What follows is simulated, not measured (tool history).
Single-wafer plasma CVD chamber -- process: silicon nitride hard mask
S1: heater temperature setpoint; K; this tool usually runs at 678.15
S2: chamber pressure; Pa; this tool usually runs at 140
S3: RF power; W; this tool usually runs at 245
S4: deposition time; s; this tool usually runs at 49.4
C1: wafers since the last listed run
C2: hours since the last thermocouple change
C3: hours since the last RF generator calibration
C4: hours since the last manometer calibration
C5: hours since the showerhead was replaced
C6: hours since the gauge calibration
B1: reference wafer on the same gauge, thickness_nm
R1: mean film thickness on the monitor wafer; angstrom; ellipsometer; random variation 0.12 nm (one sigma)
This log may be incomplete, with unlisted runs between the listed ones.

run   hour      S1   S2   S3    S4   C1     C2     C3      C4      C5     C6      B1      R1
  1    0.0  678.15  140  245  49.4    0   38.1    7.9  1689.7  5979.9  264.7  41.102  440.23
  2   21.2  678.15  140  245  49.4  281   59.3   29.1  1710.9  6001.1  285.9  41.121  437.69
  3   39.9  678.15  140  245  49.4  248   78.0   47.8  1729.6  6019.8  304.6  41.091  440.07
  4   60.1  678.15  140  245  49.4  268   98.2   68.0  1749.8  6040.0  324.8  41.082  436.65
  5   73.8  678.15  140  245  49.4  182  111.9   81.7  1763.5  6053.7  338.5  41.078  438.20
     104.7  -- capacitance manometer re-zeroed and calibrated
  6  105.2  678.15  140  245  54.4  311  143.3  113.1     0.5  6085.1  369.9  41.110  472.92
  7  134.2  687.15  140  245  49.4  385  172.3  142.1    29.5  6114.1  398.9  41.114  428.19
  8  149.9  678.15  164  245  49.4  208  188.0  157.8    45.2  6129.8  414.6  41.131  457.34
  9  167.5  678.15  140  245  49.4  233  205.6  175.4    62.8  6147.4  432.2  41.072  430.35
 10  199.0  678.15  140  245  49.4  418  237.1  206.9    94.3  6178.9  463.7  41.134  429.83
 11  217.7  685.15  140  245  45.9  248  255.8  225.6   113.0  6197.6  482.4  41.102  398.24
 12  243.4  678.15  140  265  49.4  341  281.5  251.3   138.7  6223.3  508.1  41.102  456.52
 13  277.2  674.15  140  245  49.4  449  315.3  285.1   172.5  6257.1  541.9  41.086  429.69
     309.9  -- capacitance manometer re-zeroed and calibrated, repeated, since the last time left the tool worse
 14  311.2  678.15  140  245  49.4  345  349.3  319.1     1.3  6291.1  575.9  41.099  446.96
 15  339.2  670.15  173  245  53.2  372  377.3  347.1    29.3  6319.1  603.9  41.094  518.20
     340.2  -- gauge calibrated
     367.2  -- showerhead replaced
 16  368.3  692.15  140  260  49.4  280  406.4  376.2    58.4     1.1   28.1  41.118  465.91
 17  398.2  687.15  140  195  56.5  397  436.3  406.1    88.3    31.0   58.0  41.121  424.44
 18  412.1  678.15  140  245  49.4  184  450.2  420.0   102.2    44.9   71.9  41.121  444.59
 19  429.0  678.15  140  245  44.3  224  467.1  436.9   119.1    61.8   88.8  41.116  401.72
 20  442.0  678.15  140  230  49.4  172  480.1  449.9   132.1    74.8  101.8  41.113  426.56
 21  475.9  678.15  140  245  49.4  450  514.0  483.8   166.0   108.7  135.7  41.082  447.78
 22  495.8  678.15  120  245  49.4  264  533.9  503.7   185.9   128.6  155.6  41.108  423.47
 23  524.6  678.15  140  270  45.6  382  562.7  532.5   214.7   157.4  184.4  41.110  443.68
 24  553.1  685.15  109  210  44.6  378  591.2  561.0   243.2   185.9  212.9  41.105  325.35
 25  588.8  690.15  140  245  49.4  474  626.9  596.7   278.9   221.6  248.6  41.087  442.66
 26  622.3  678.15  149  245  49.4  445  660.4  630.2   312.4   255.1  282.1  41.078  458.31
 27  649.7  678.15  140  245  49.4  364  687.8  657.6   339.8   282.5  309.5  41.103  449.75

Pick out some run-to-run changes in R1. Of each, how much would a tool without hidden state show as well, from the settings, what came in and chance, and how much is left for the hidden state and any gauge scatter not in both results compared?
Unlogged tool condition in this case: wafer temperature above the value expected at the setpoint (K); delivered RF power above the setpoint (%); true pressure above the setpoint (%); gauge reads high (%).
Run 5 -> 6: S4 49.4 -> 54.4, capacitance manometer re-zeroed and calibrated. R1 +34.72 angstrom: hidden state -9.18, all else +43.90.
Run 13 -> 14: S1 674.15 -> 678.15, capacitance manometer re-zeroed and calibrated, repeated, since the last time left the tool worse. R1 +17.27 angstrom: hidden state +16.62, all else +0.65.
Run 23 -> 24: S1 678.15 -> 685.15, S2 140 -> 109, S3 270 -> 210, S4 45.6 -> 44.6. R1 -118.33 angstrom: hidden state -0.05, all else -118.28.
Run 24 -> 25: S1 685.15 -> 690.15, S2 109 -> 140, S3 210 -> 245, S4 44.6 -> 49.4. R1 +117.31 angstrom: hidden state -0.06, all else +117.37.
